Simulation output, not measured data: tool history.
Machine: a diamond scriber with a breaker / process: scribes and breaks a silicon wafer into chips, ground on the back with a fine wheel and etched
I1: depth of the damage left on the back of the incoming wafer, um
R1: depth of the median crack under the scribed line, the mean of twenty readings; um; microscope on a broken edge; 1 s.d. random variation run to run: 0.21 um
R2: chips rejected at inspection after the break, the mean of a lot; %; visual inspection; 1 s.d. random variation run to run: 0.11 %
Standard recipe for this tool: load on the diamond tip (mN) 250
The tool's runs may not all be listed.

{"run": 1, "day": 0.0, "load on the diamond tip (mN)": 250, "I1": 0.66, "R1": 13.36, "R2": 4.56}
{"run": 2, "day": 0.654, "load on the diamond tip (mN)": 250, "I1": 0.67, "R1": 12.72, "R2": 4.61}
{"run": 3, "day": 1.933, "load on the diamond tip (mN)": 250, "I1": 0.75, "R1": 12.37, "R2": 4.78}
{"run": 4, "day": 2.754, "load on the diamond tip (mN)": 309, "I1": 0.71, "R1": 13.81, "R2": 2.13}
{"run": 5, "day": 3.4, "load on the diamond tip (mN)": 231, "I1": 0.72, "R1": 12.28, "R2": 6.79}
{"run": 6, "day": 3.996, "load on the diamond tip (mN)": 231, "I1": 0.79, "R1": 12.22, "R2": 6.98}
{"run": 7, "day": 5.242, "load on the diamond tip (mN)": 308, "I1": 0.58, "R1": 13.86, "R2": 2.37}
{"run": 8, "day": 5.754, "load on the diamond tip (mN)": 308, "I1": 0.63, "R1": 13.68, "R2": 2.22}
{"run": 9, "day": 8.708, "load on the diamond tip (mN)": 250, "I1": 0.47, "R1": 12.08, "R2": 6.32}
{"run": 10, "day": 9.938, "load on the diamond tip (mN)": 250, "I1": 0.54, "R1": 12.51, "R2": 6.12}
{"run": 11, "day": 11.333, "load on the diamond tip (mN)": 250, "I1": 0.71, "R1": 12.34, "R2": 6.29}
{"day": 11.908, "done": "load on the tip recalibrated"}
{"run": 12, "day": 12.492, "load on the diamond tip (mN)": 190, "I1": 0.4, "R1": 11.08, "R2": 18.3}
{"run": 13, "day": 13.579, "load on the diamond tip (mN)": 250, "I1": 0.74, "R1": 12.38, "R2": 8.0}
{"run": 14, "day": 14.979, "load on the diamond tip (mN)": 183, "I1": 0.6, "R1": 10.3, "R2": 18.48}
{"day": 16.079, "done": "diamond tip replaced by a new one, of another model than before"}
{"run": 15, "day": 16.325, "load on the diamond tip (mN)": 213, "I1": 0.47, "R1": 13.39, "R2": 2.28}
{"run": 16, "day": 17.821, "load on the diamond tip (mN)": 199, "I1": 0.6, "R1": 13.14, "R2": 2.54}
{"run": 17, "day": 18.988, "load on the diamond tip (mN)": 250, "I1": 0.47, "R1": 14.19, "R2": 2.25}
{"run": 18, "day": 19.725, "load on the diamond tip (mN)": 250, "I1": 0.41, "R1": 13.98, "R2": 2.05}
{"run": 19, "day": 20.438, "load on the diamond tip (mN)": 186, "I1": 0.77, "R1": 13.14, "R2": 3.44}
{"run": 20, "day": 21.075, "load on the diamond tip (mN)": 282, "I1": 0.72, "R1": 14.09, "R2": 2.03}
{"run": 21, "day": 21.962, "load on the diamond tip (mN)": 250, "I1": 0.62, "R1": 13.55, "R2": 2.08}
{"run": 22, "day": 22.475, "load on the diamond tip (mN)": 323, "I1": 0.4, "R1": 14.55, "R2": 2.3}

Table of differences, measured result less the result of that run with no hidden state. Run-to-run variation is the same in both. Gauge scatter possibly is not:
The hidden state here: share of the diamond tip's cutting effectiveness lost through wear, %; deviation of the load on the tip from its setpoint, %.
run=1 R1=-1.43 R2=+2.44
run=2 R1=-1.40 R2=+2.52
run=3 R1=-1.44 R2=+2.73
run=4 R1=-1.65 R2=-2.29
run=5 R1=-1.51 R2=+4.58
run=6 R1=-1.53 R2=+4.76
run=7 R1=-1.83 R2=-2.24
run=8 R1=-1.83 R2=-2.05
run=9 R1=-1.79 R2=+4.28
run=10 R1=-1.94 R2=+4.25
run=11 R1=-1.99 R2=+4.47
run=12 R1=-1.85 R2=+12.94
run=13 R1=-2.15 R2=+5.88
run=14 R1=-1.86 R2=+13.05
run=15 R1=-0.11 R2=+0.14
run=16 R1=-0.18 R2=+0.30
run=17 R1=-0.25 R2=+0.08
run=18 R1=-0.29 R2=+0.09
run=19 R1=-0.30 R2=+0.72
run=20 R1=-0.36 R2=-0.20
run=21 R1=-0.40 R2=+0.17
run=22 R1=-0.46 R2=-0.71
